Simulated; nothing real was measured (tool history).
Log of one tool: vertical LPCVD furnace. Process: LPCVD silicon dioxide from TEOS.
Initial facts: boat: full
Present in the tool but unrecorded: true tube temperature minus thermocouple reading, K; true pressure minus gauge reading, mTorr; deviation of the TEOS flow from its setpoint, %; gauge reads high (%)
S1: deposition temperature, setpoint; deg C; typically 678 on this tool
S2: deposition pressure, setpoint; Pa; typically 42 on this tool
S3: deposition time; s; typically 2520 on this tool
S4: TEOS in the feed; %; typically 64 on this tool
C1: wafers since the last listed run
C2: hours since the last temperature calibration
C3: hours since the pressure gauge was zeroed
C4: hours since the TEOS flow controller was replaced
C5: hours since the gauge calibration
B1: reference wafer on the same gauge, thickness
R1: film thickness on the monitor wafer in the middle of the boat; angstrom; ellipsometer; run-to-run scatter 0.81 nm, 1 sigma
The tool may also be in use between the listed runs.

run   hour   S1    S2    S3  S4   C1      C2      C3      C4     C5      B1      R1
  1      0  678  46.7  2520  64    0  1567.3  2956.8  2344.7  376.1  162.83    1895
  2   30.2  678  46.7  2520  64  368  1597.5    2987  2374.9  406.3  162.69  1911.2
  3   44.9  678    42  2520  64  179  1612.2  3001.7  2389.6    421  163.07  1826.7
  4   57.6  678    42  2520  64  155  1624.9  3014.4  2402.3  433.7   163.2  1839.1
  5   83.9  678    42  2520  64  321  1651.2  3040.7  2428.6    460  162.96  1821.9
  6  119.8  678  34.7  2520  64  438  1687.1  3076.6  2464.5  495.9     163  1662.6
  7  132.8  678  34.7  2520  64  158  1700.1  3089.6  2477.5  508.9  163.03  1663.9
  8    145  678  34.7  2520  64  149  1712.3  3101.8  2489.7  521.1  163.18  1659.9
  9  178.7  678    42  2520  64  411    1746  3135.5  2523.4  554.8   163.2  1856.8
     211.9  -- gauge calibrated
     226.8  -- pressure gauge zeroed
 10  227.3  678    42  2520  64  300  1794.6     0.5    2572   15.4  162.98  1827.6
     252.5  -- thermocouples replaced and temperature profile calibrated
 11    253  683    52  3210  64   20     0.5    26.2  2597.7   41.1  162.92  2716.2
 12  256.7  678    42  2520  60   45     4.2    29.9  2601.4   44.8  163.09  1652.7
 13  282.8  678    42  1590  64  318    30.3      56  2627.5   70.9  162.76  1074.7
 14  299.4  668    42  3270  74  202    46.9    72.6  2644.1   87.5   163.1  1869.8
 15    330  678    42  2520  64  373    77.5   103.2  2674.7  118.1  163.26  1701.9
     363.2  -- TEOS flow controller replaced
 16  363.7  670    42  2520  64  118   111.2   136.9     0.5  151.8  163.16  1410.4
 17  374.1  678    42  2520  64  127   121.6   147.3    10.9  162.2  163.09    1713
 18  401.6  670  46.7  2520  64  335   149.1   174.8    38.4  189.7  163.14  1486.4
 19  417.6  688  50.7  2010  58  195   165.1   190.8    54.4  205.7   162.9  1808.4
 20  449.8  678    42  2520  74  393   197.3     223    86.6  237.9  162.99  1840.2
 21  483.7  678    42  2520  64  414   231.2   256.9   120.5  271.8  162.97  1708.6

Each row is a separate what-if for the run after 21, all from the same tool condition, not one after another. Results?
  A  487.5  678  52.7  2520  64  46  235  260.7  124.3  275.6   ?   ?
  B  487.5  674    48  2520  64  46  235  260.7  124.3  275.6   ?   ?
  C  487.5  678    50  2520  64  46  235  260.7  124.3  275.6   ?   ?
  D  487.5  689  51.3  2520  75  46  235  260.7  124.3  275.6   ?   ?
  E  487.5  685    42  2520  72  46  235  260.7  124.3  275.6   ?   ?

run      B1      R1
  A  163.04  1901.8
  B  163.04  1646.4
  C  163.04    1853
  D  163.04  2648.6
  E  163.04  2133.4
Had the tool no hidden state, the same runs would have come out as:
run      R1
  A  1892.9
  B  1638.6
  C  1844.3
  D  2636.4
  E  2123.5
